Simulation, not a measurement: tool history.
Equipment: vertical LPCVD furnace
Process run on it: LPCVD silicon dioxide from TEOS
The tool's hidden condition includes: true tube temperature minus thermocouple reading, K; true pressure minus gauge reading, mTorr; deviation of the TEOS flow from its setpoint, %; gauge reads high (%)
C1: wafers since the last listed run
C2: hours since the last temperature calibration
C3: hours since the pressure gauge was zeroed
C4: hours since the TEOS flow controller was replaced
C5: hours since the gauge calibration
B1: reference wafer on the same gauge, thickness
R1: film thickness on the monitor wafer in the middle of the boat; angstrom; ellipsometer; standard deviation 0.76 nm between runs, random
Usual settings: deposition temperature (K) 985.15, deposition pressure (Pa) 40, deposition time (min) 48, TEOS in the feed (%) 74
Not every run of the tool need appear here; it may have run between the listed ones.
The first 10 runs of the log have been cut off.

Run 11, hour 161.5: usual settings but deposition time (min) 54; C1 70; C2 4328.8; C3 5.8; C4 17.6; C5 185.8; B1 448.93. Result: R1 5048 angstrom.
Run 12, hour 166.7: usual settings; C1 69; C2 4334; C3 11; C4 22.8; C5 191; B1 448.9. Result: R1 4485.9 angstrom.
Run 13, hour 172: usual settings; C1 70; C2 4339.3; C3 16.3; C4 28.1; C5 196.3; B1 449.27. Result: R1 4508.6 angstrom.
Run 14, hour 183.4: usual settings; C1 151; C2 4350.7; C3 27.7; C4 39.5; C5 207.7; B1 448.85. Result: R1 4494.4 angstrom.
Run 15, hour 196.8: usual settings but deposition temperature (K) 989.15, deposition time (min) 43; C1 178; C2 4364.1; C3 41.1; C4 52.9; C5 221.1; B1 448.98. Result: R1 4411.3 angstrom.
Run 16, hour 217: usual settings but deposition temperature (K) 976.15, deposition pressure (Pa) 44, deposition time (min) 29.5, TEOS in the feed (%) 70; C1 268; C2 4384.3; C3 61.3; C4 73.1; C5 241.3; B1 448.89. Result: R1 2289.6 angstrom.
At hour 242.2: gauge calibrated.
At hour 247.7: thermocouples replaced and temperature profile calibrated.
Run 17, hour 248.2: usual settings but deposition temperature (K) 993.15, deposition time (min) 56.5, TEOS in the feed (%) 68; C1 95; C2 0.5; C3 92.5; C4 104.3; C5 6; B1 449.45. Result: R1 5676.7 angstrom.
Run 18, hour 253.5: usual settings but deposition temperature (K) 993.15, deposition time (min) 57, TEOS in the feed (%) 59; C1 70; C2 5.8; C3 97.8; C4 109.6; C5 11.3; B1 448.8. Result: R1 5325.9 angstrom.
Run 19, hour 271.3: usual settings but deposition pressure (Pa) 35.3, TEOS in the feed (%) 59; C1 236; C2 23.6; C3 115.6; C4 127.4; C5 29.1; B1 448.68. Result: R1 3539.8 angstrom.
Run 20, hour 284.9: usual settings but deposition temperature (K) 992.15, deposition time (min) 31; C1 181; C2 37.2; C3 129.2; C4 141; C5 42.7; B1 448.66. Result: R1 3174 angstrom.
Run 21, hour 300.5: usual settings; C1 207; C2 52.8; C3 144.8; C4 156.6; C5 58.3; B1 448.81. Result: R1 4208.4 angstrom.
Run 22, hour 313.4: usual settings but deposition time (min) 65.5; C1 171; C2 65.7; C3 157.7; C4 169.5; C5 71.2; B1 448.77. Result: R1 5755.5 angstrom.
Run 23, hour 322.5: usual settings but deposition temperature (K) 994.15, deposition pressure (Pa) 50, deposition time (min) 35; C1 121; C2 74.8; C3 166.8; C4 178.6; C5 80.3; B1 449.02. Result: R1 4197.1 angstrom.
Run 24, hour 333.3: usual settings but deposition temperature (K) 992.15, TEOS in the feed (%) 69; C1 143; C2 85.6; C3 177.6; C4 189.4; C5 91.1; B1 448.81. Result: R1 4759.2 angstrom.
Run 25, hour 342.2: usual settings but deposition temperature (K) 976.15, deposition pressure (Pa) 44, deposition time (min) 29.5, TEOS in the feed (%) 70; C1 118; C2 94.5; C3 186.5; C4 198.3; C5 100; B1 449.2. Result: R1 2143.9 angstrom.
Run 26, hour 355: usual settings but deposition temperature (K) 978.15, deposition pressure (Pa) 35.3, deposition time (min) 36.5, TEOS in the feed (%) 69; C1 170; C2 107.3; C3 199.3; C4 211.1; C5 112.8; B1 448.64. Result: R1 2474.9 angstrom.
Run 27, hour 363.1: usual settings but deposition temperature (K) 980.15, deposition time (min) 33.5; C1 107; C2 115.4; C3 207.4; C4 219.2; C5 120.9; B1 449.03. Result: R1 2611.2 angstrom.
Run 28, hour 380.9: usual settings but deposition pressure (Pa) 34; C1 236; C2 133.2; C3 225.2; C4 237; C5 138.7; B1 448.51. Result: R1 3879 angstrom.
Run 29, hour 429.8: usual settings; C1 650; C2 182.1; C3 274.1; C4 285.9; C5 187.6; B1 448.89. Result: R1 4202.1 angstrom.
Run 30, hour 442: usual settings but deposition pressure (Pa) 36.7, deposition time (min) 36, TEOS in the feed (%) 70; C1 162; C2 194.3; C3 286.3; C4 298.1; C5 199.8; B1 449.3. Result: R1 2941.3 angstrom.
Run 31, hour 463: usual settings; C1 279; C2 215.3; C3 307.3; C4 319.1; C5 220.8; B1 448.69. Result: R1 4202.7 angstrom.

Here are 4 independent what-if runs from the current tool condition. What would each one return?
Run A, hour 468.4: usual settings but TEOS in the feed (%) 80; C1 71; C2 220.7; C3 312.7; C4 324.5; C5 226.2; B1 ?. Result: R1 ?.
Run B, hour 468.4: usual settings but deposition temperature (K) 995.15, deposition time (min) 59, TEOS in the feed (%) 61; C1 71; C2 220.7; C3 312.7; C4 324.5; C5 226.2; B1 ?. Result: R1 ?.
Run C, hour 468.4: usual settings but deposition pressure (Pa) 34.7, deposition time (min) 38.5, TEOS in the feed (%) 82; C1 71; C2 220.7; C3 312.7; C4 324.5; C5 226.2; B1 ?. Result: R1 ?.
Run D, hour 468.4: usual settings but deposition temperature (K) 994.15; C1 71; C2 220.7; C3 312.7; C4 324.5; C5 226.2; B1 ?. Result: R1 ?.

run      B1      R1
  A  448.97  4370.8
  B  448.97  5872.1
  C  448.97  3304.2
  D  448.97  5146.1
The same runs, with their run-to-run variation unchanged, on a tool lacking any hidden condition would have given:
run      R1
  A  4353.5
  B  5849.3
  C  3291.1
  D    5126
